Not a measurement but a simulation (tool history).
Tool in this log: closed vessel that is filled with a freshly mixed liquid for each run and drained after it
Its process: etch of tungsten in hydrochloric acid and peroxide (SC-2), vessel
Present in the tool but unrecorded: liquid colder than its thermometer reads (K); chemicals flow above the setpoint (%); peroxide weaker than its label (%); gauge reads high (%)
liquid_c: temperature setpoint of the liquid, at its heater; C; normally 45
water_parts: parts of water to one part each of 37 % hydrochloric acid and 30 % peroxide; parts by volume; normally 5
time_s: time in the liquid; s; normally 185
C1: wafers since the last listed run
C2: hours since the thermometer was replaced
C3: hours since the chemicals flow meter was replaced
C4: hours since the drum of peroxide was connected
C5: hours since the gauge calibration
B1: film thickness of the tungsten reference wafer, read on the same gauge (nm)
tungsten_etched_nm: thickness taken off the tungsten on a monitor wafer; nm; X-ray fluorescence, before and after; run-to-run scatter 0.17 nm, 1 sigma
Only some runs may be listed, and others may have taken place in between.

run 1 hour=0 | liquid_c=45 water_parts=6.5 time_s=185 | C1=0 C2=2711.5 C3=2234.2 C4=589.5 C5=151.1 | B1=50.02 | tungsten_etched_nm=35.44
run 2 hour=10.9 | liquid_c=45 water_parts=6.5 time_s=185 | C1=1170 C2=2722.4 C3=2245.1 C4=600.4 C5=162 | B1=49.97 | tungsten_etched_nm=35.48
-- hour=18.7 gauge calibrated
run 3 hour=24.6 | liquid_c=45 water_parts=6.5 time_s=185 | C1=1471 C2=2736.1 C3=2258.8 C4=614.1 C5=5.9 | B1=50 | tungsten_etched_nm=35.49
run 4 hour=32 | liquid_c=45 water_parts=4 time_s=185 | C1=794 C2=2743.5 C3=2266.2 C4=621.5 C5=13.3 | B1=49.98 | tungsten_etched_nm=50.25
run 5 hour=47.9 | liquid_c=45 water_parts=4 time_s=185 | C1=1707 C2=2759.4 C3=2282.1 C4=637.4 C5=29.2 | B1=49.99 | tungsten_etched_nm=50.3
run 6 hour=58.1 | liquid_c=45 water_parts=4 time_s=230 | C1=1095 C2=2769.6 C3=2292.3 C4=647.6 C5=39.4 | B1=49.99 | tungsten_etched_nm=62.42
run 7 hour=72.8 | liquid_c=45 water_parts=5 time_s=160 | C1=1578 C2=2784.3 C3=2307 C4=662.3 C5=54.1 | B1=49.97 | tungsten_etched_nm=37.05
-- hour=81.4 thermometer replaced
run 8 hour=86.1 | liquid_c=45 water_parts=5 time_s=265 | C1=1320 C2=4.7 C3=2320.3 C4=675.6 C5=67.4 | B1=50 | tungsten_etched_nm=72.37
run 9 hour=99.2 | liquid_c=45 water_parts=5 time_s=185 | C1=1406 C2=17.8 C3=2333.4 C4=688.7 C5=80.5 | B1=50.02 | tungsten_etched_nm=50.95
run 10 hour=106.2 | liquid_c=45 water_parts=5 time_s=185 | C1=751 C2=24.8 C3=2340.4 C4=695.7 C5=87.5 | B1=49.99 | tungsten_etched_nm=50.98
run 11 hour=113.5 | liquid_c=52.5 water_parts=5 time_s=80 | C1=783 C2=32.1 C3=2347.7 C4=703 C5=94.8 | B1=50.04 | tungsten_etched_nm=36.5
-- hour=116.2 chemicals flow meter replaced
run 12 hour=130.1 | liquid_c=53 water_parts=5 time_s=80 | C1=1675 C2=48.7 C3=13.9 C4=719.6 C5=111.4 | B1=50.01 | tungsten_etched_nm=37.6
run 13 hour=147.8 | liquid_c=45 water_parts=5 time_s=185 | C1=1900 C2=66.4 C3=31.6 C4=737.3 C5=129.1 | B1=49.97 | tungsten_etched_nm=50.73
run 14 hour=159 | liquid_c=45 water_parts=5 time_s=185 | C1=1202 C2=77.6 C3=42.8 C4=748.5 C5=140.3 | B1=50.02 | tungsten_etched_nm=50.42
-- hour=168.9 new drum of peroxide connected
run 15 hour=172.5 | liquid_c=45 water_parts=5 time_s=270 | C1=1342 C2=91.1 C3=56.3 C4=3.6 C5=153.8 | B1=49.99 | tungsten_etched_nm=73.44
-- hour=176.5 gauge calibrated
run 16 hour=181.2 | liquid_c=41.5 water_parts=7 time_s=150 | C1=934 C2=99.8 C3=65 C4=12.3 C5=4.7 | B1=49.99 | tungsten_etched_nm=24.88
run 17 hour=190.3 | liquid_c=49.5 water_parts=4 time_s=265 | C1=977 C2=108.9 C3=74.1 C4=21.4 C5=13.8 | B1=50 | tungsten_etched_nm=114.22
run 18 hour=207.2 | liquid_c=54 water_parts=6 time_s=280 | C1=1814 C2=125.8 C3=91 C4=38.3 C5=30.7 | B1=49.95 | tungsten_etched_nm=121.86
run 19 hour=218.9 | liquid_c=38.5 water_parts=7.5 time_s=275 | C1=1256 C2=137.5 C3=102.7 C4=50 C5=42.4 | B1=49.98 | tungsten_etched_nm=34.68
run 20 hour=234 | liquid_c=45 water_parts=5 time_s=185 | C1=1621 C2=152.6 C3=117.8 C4=65.1 C5=57.5 | B1=50.03 | tungsten_etched_nm=50.58
run 21 hour=240.8 | liquid_c=41.5 water_parts=4 time_s=275 | C1=730 C2=159.4 C3=124.6 C4=71.9 C5=64.3 | B1=49.99 | tungsten_etched_nm=68.42

Branching from run 21: 3 alternative next runs. What would each branch give?
run A hour=241.5 | liquid_c=45 water_parts=6 time_s=185 | C1=75 C2=160.1 C3=125.3 C4=72.6 C5=65 | B1=? | tungsten_etched_nm=?
run B hour=241.5 | liquid_c=42 water_parts=5 time_s=185 | C1=75 C2=160.1 C3=125.3 C4=72.6 C5=65 | B1=? | tungsten_etched_nm=?
run C hour=241.5 | liquid_c=49.5 water_parts=5 time_s=185 | C1=75 C2=160.1 C3=125.3 C4=72.6 C5=65 | B1=? | tungsten_etched_nm=?

run=A B1=50.02 tungsten_etched_nm=43.91
run=B B1=50.02 tungsten_etched_nm=40.71
run=C B1=50.02 tungsten_etched_nm=68.18
With the hidden condition removed and each run's random variation left untouched, the same runs would have given:
run=A tungsten_etched_nm=45.95
run=B tungsten_etched_nm=42.64
run=C tungsten_etched_nm=71.26
